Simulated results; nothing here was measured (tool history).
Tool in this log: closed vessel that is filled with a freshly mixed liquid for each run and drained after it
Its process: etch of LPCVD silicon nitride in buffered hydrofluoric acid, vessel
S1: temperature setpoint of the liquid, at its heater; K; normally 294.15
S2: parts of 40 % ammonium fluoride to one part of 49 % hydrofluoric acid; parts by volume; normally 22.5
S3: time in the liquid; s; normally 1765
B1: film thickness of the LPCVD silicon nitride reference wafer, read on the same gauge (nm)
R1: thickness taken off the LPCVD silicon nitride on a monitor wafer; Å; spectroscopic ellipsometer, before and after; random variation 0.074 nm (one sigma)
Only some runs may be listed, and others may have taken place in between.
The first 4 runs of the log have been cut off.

run,hour,S1,S2,S3,B1,R1
5,57.0,294.15,22.5,1765,150.02,81.2
6,72.8,298.15,22.5,2360,150.02,134.4
7,86.2,294.15,16.0,1185,150.00,74.3
8,98.5,294.15,16.0,1185,149.98,73.1
# hour 119.1: hydrofluoric acid flow meter replaced
9,147.1,290.65,22.5,1135,149.98,43.0
10,163.0,290.65,22.5,1135,149.97,42.1
11,170.6,290.65,22.5,1135,150.03,42.9
12,188.0,294.15,24.5,1765,150.03,76.2
# hour 192.3: thermometer replaced
13,197.8,294.15,24.5,1765,150.01,85.3
# hour 203.1: gauge calibrated
14,207.6,294.15,24.5,1765,150.00,87.6
15,222.6,294.15,22.5,1765,150.00,92.3
16,237.3,298.15,22.5,1765,150.01,114.6
17,244.4,291.15,30.0,1765,150.01,64.1
18,258.4,292.65,14.5,2455,149.99,174.9
19,308.7,294.15,22.5,2725,149.97,140.3
20,320.0,290.15,27.0,1325,149.99,47.8
21,332.1,297.15,22.5,715,150.00,44.2
22,344.9,294.15,22.5,2155,150.00,112.9
23,361.2,291.65,22.5,1230,150.02,54.5

Forecast run 24:
24,375.8,294.15,22.5,1765,?,?

B1: 150.00
R1: 92.4 Å
The same run, on a tool lacking any hidden state, would have yielded R1 96.0 Å.
